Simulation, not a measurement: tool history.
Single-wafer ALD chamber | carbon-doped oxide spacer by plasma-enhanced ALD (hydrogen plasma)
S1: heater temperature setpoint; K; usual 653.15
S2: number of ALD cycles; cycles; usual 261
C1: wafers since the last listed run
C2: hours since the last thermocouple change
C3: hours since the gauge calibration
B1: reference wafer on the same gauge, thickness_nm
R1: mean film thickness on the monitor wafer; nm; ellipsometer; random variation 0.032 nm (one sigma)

run,hour,S1,S2,C1,C2,C3,B1,R1
1,0,653.15,261,0,2100.4,165.3,10.681,12.981
2,12.8,653.15,261,17,2113.2,178.1,10.66,13.03
3,22,653.15,235,12,2122.4,187.3,10.672,11.712
4,36.3,653.15,261,19,2136.7,201.6,10.688,13.048
5,49.9,653.15,261,18,2150.3,215.2,10.697,13.042
# hour 60.2: gauge calibrated
6,61,653.15,261,14,2161.4,0.8,10.587,12.929
7,67,653.15,247,7,2167.4,6.8,10.593,12.233
8,74.1,653.15,247,9,2174.5,13.9,10.599,12.217
9,87.6,649.15,294,17,2188,27.4,10.599,14.63
10,103.9,653.15,261,21,2204.3,43.7,10.597,12.933
# hour 112.2: thermocouple changed; heater temperature recalibrated
11,121.9,661.15,294,13,9.7,61.7,10.605,14.555
12,139.8,653.15,299,23,27.6,79.6,10.604,14.814
13,153.2,653.15,261,17,41,93,10.606,12.915
14,163.4,645.15,290,13,51.2,103.2,10.609,14.343

Forecast run 15:
15,171.3,647.15,283,10,59.1,111.1,?,?

Run 15 gave B1 10.616, R1 14.115 nm.
Without the tool's hidden state the same run would have given R1 14.097 nm.

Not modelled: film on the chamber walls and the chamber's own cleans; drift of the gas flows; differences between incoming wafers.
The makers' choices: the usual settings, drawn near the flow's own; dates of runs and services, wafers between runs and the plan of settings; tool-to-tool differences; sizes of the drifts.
